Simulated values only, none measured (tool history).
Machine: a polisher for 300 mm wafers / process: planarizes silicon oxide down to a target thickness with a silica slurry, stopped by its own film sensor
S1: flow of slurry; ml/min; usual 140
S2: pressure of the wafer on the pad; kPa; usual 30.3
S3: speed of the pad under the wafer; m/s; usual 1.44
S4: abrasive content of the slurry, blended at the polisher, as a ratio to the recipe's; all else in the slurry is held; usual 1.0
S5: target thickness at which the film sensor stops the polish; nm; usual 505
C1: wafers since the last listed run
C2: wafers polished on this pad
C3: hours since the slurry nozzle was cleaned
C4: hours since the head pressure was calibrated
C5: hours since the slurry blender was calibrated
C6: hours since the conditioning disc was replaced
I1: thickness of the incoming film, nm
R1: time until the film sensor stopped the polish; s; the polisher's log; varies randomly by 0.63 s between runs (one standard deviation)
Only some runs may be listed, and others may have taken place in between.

run,hour,S1,S2,S3,S4,S5,C1,C2,C3,C4,C5,C6,I1,R1
1,0.0,140,32.4,1.12,1.0,505,0,502,413.1,246.2,142.2,21.8,827.4,90.5
# hour 37.1: slurry blender recalibrated
2,51.0,140,32.4,1.12,1.0,505,561,1063,464.1,297.2,13.9,72.8,827.8,92.3
3,99.5,140,32.4,1.12,1.0,505,555,1619,512.6,345.7,62.4,121.3,818.5,90.2
4,145.5,140,30.3,1.44,1.0,505,526,2146,558.6,391.7,108.4,167.3,814.3,78.6
# hour 147.3: slurry nozzle cleaned
# hour 171.5: conditioning disc replaced and pad reconditioned
# hour 177.2: worn pad replaced by a new one
5,177.7,140,30.3,1.44,1.0,505,288,5,30.4,423.9,140.6,6.2,822.1,73.5
# hour 208.6: slurry blender recalibrated
6,232.7,140,30.3,1.44,1.0,505,607,612,85.4,478.9,24.1,61.2,819.9,76.0
7,297.4,140,30.3,1.44,1.0,529,741,1353,150.1,543.6,88.8,125.9,830.0,73.2
8,328.4,175,30.3,1.58,1.0,505,355,1708,181.1,574.6,119.8,156.9,818.0,68.9
9,362.7,175,30.3,1.58,1.0,505,392,2101,215.4,608.9,154.1,191.2,826.3,70.6
# hour 373.8: conditioning disc replaced and pad reconditioned
# hour 387.3: slurry blender recalibrated
# hour 396.6: worn pad replaced by a new one
10,410.5,175,30.3,1.58,1.0,505,455,158,263.2,656.7,23.2,36.7,824.2,63.8
11,454.5,140,30.3,1.44,1.0,505,503,662,307.2,700.7,67.2,80.7,805.2,69.5
12,523.2,115,30.3,1.44,1.0,471,786,1449,375.9,769.4,135.9,149.4,821.9,86.1
13,549.0,95,30.3,1.44,1.0,505,295,1745,401.7,795.2,161.7,175.2,821.5,82.7
# hour 567.3: conditioning disc replaced and pad reconditioned
# hour 585.5: slurry blender recalibrated
# hour 609.2: worn pad replaced by a new one
14,609.7,100,38.6,1.12,1.0,505,603,5,462.4,855.9,24.2,42.4,825.2,72.7
15,644.4,175,30.3,1.44,1.0,505,397,403,497.1,890.6,58.9,77.1,827.5,69.9
16,675.9,140,30.3,1.58,1.0,436,360,763,528.6,922.1,90.4,108.6,820.4,82.4
# hour 697.0: slurry nozzle cleaned
17,711.2,140,30.3,1.44,1.0,613,392,1156,14.2,957.4,125.7,143.9,831.2,51.1
# hour 735.2: head pressure recalibrated
18,751.5,115,30.3,1.44,1.0,471,438,1595,54.5,16.3,166.0,184.2,831.6,98.7
# hour 761.5: conditioning disc replaced and pad reconditioned
# hour 793.2: worn pad replaced by a new one
# hour 793.4: slurry blender recalibrated
19,796.5,95,30.3,1.44,1.0,505,444,35,99.5,61.3,3.1,35.0,817.0,82.1
20,862.7,140,30.3,1.44,1.0,505,758,793,165.7,127.5,69.3,101.2,817.3,78.7
21,918.8,115,30.3,1.44,1.0,471,642,1436,221.8,183.6,125.4,157.3,820.1,93.1
22,944.8,165,33.1,1.22,1.1,505,297,1734,247.8,209.6,151.4,183.3,820.8,79.4
# hour 977.3: conditioning disc replaced and pad reconditioned
# hour 989.6: slurry blender recalibrated
23,1000.4,140,25.5,0.96,1.0,505,591,2325,303.4,265.2,10.8,23.1,832.6,140.6

What was the tool's hidden state at every run in the log?
slurry flow missing at the pad, %: 0, the same for each run
abrasive missing from the slurry, %: 0, the same for each run
time polished since the conditioner stopped cutting, s: 0, the same for each run
H1: removal rate lost through wear of the pad, %
H2: deviation of the head's pressure from its setpoint, %
run,H1,H2
1,5.85,3.59
2,8.51,4.23
3,9.71,4.84
4,10.3,5.42
5,1.5,5.83
6,7.02,6.52
7,9.69,7.33
8,10.3,7.72
9,10.7,8.15
10,2.34,8.76
11,6.22,9.31
12,8.9,10.2
13,9.37,10.5
14,1.05,11.3
15,5.04,11.7
16,7.23,12.1
17,8.73,12.5
18,9.7,0.497
19,1.34,1.06
20,7.27,1.9
21,9.26,2.6
22,9.75,2.93
23,10.3,3.63
